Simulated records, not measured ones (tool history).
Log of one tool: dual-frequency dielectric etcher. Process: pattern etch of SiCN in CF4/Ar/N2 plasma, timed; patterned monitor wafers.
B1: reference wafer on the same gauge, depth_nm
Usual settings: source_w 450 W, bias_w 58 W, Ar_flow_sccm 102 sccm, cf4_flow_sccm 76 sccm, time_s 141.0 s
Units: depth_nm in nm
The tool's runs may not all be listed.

Run 1, day 0.000: usual settings but bias_w 61 W, time_s 131.5 s; B1 105.0. Result: depth_nm 98.9 nm.
Run 2, day 0.012: usual settings but source_w 420 W, cf4_flow_sccm 90 sccm, time_s 160.5 s; B1 105.0. Result: depth_nm 113.3 nm.
Run 3, day 0.029: usual settings; B1 105.0. Result: depth_nm 103.8 nm.
Run 4, day 0.246: usual settings; B1 105.0. Result: depth_nm 103.9 nm.
Run 5, day 1.267: usual settings but Ar_flow_sccm 109 sccm; B1 105.0. Result: depth_nm 102.9 nm.
At day 1.758: Ar flow controller replaced.
Run 6, day 1.979: usual settings; B1 105.0. Result: depth_nm 103.4 nm.
At day 2.342: source power generator calibrated.
Run 7, day 2.362: usual settings but bias_w 70 W; B1 105.0. Result: depth_nm 118.4 nm.
Run 8, day 2.996: usual settings but source_w 540 W, bias_w 44 W; B1 105.0. Result: depth_nm 120.2 nm.
Run 9, day 3.688: usual settings but source_w 410 W; B1 105.0. Result: depth_nm 99.7 nm.
At day 4.679: bias power generator calibrated.
At day 4.742: wet clean of the chamber.
Run 10, day 4.762: usual settings but Ar_flow_sccm 78 sccm, time_s 182.0 s; B1 105.0. Result: depth_nm 148.0 nm.
Run 11, day 4.950: usual settings but bias_w 44 W, Ar_flow_sccm 76 sccm, cf4_flow_sccm 66 sccm; B1 105.0. Result: depth_nm 101.1 nm.
Run 12, day 5.250: usual settings but bias_w 50 W, Ar_flow_sccm 127 sccm; B1 105.0. Result: depth_nm 103.1 nm.
Run 13, day 5.967: usual settings; B1 105.0. Result: depth_nm 111.8 nm.
Run 14, day 6.638: usual settings but source_w 420 W, Ar_flow_sccm 117 sccm, cf4_flow_sccm 58 sccm, time_s 181.5 s; B1 105.1. Result: depth_nm 123.7 nm.
Run 15, day 7.096: usual settings but bias_w 65 W, time_s 117.5 s; B1 105.0. Result: depth_nm 97.2 nm.
Run 16, day 7.775: usual settings; B1 105.0. Result: depth_nm 111.7 nm.
Run 17, day 8.350: usual settings but Ar_flow_sccm 79 sccm; B1 105.0. Result: depth_nm 114.3 nm.
Run 18, day 8.938: usual settings but source_w 560 W; B1 105.0. Result: depth_nm 140.1 nm.
Run 19, day 9.492: usual settings but cf4_flow_sccm 93 sccm; B1 105.0. Result: depth_nm 115.2 nm.
Run 20, day 10.025: usual settings but bias_w 54 W, cf4_flow_sccm 91 sccm; B1 105.0. Result: depth_nm 112.2 nm.
Run 21, day 12.092: usual settings but Ar_flow_sccm 118 sccm, cf4_flow_sccm 62 sccm, time_s 169.5 s; B1 105.0. Result: depth_nm 125.2 nm.

Run-by-run hidden state of the tool:
bias power that arrives over what is set, %: 0 at every run
Ar flow that arrives over what is set, %: 0 at every run
CF4 flow that arrives over what is set, %: 0 at every run
gauge reads high (%): 0 at every run
H1: etch rate over this chamber's usual, %
H2: source power that arrives over what is set, %
run        H1      H2
  1     -1.39   -5.68
  2     -1.39   -5.68
  3     -1.39   -5.68
  4     -1.41   -5.68
  5     -1.47   -5.71
  6     -1.51   -5.73
  7     -1.53  -0.184
  8     -1.57  -0.202
  9     -1.62  -0.223
 10   0.00908  -0.254
 11  -0.00241   -0.26
 12   -0.0208  -0.268
 13   -0.0647  -0.289
 14    -0.106  -0.309
 15    -0.134  -0.322
 16    -0.175  -0.342
 17    -0.211  -0.359
 18    -0.247  -0.376
 19    -0.281  -0.392
 20    -0.313  -0.408
 21     -0.44  -0.469
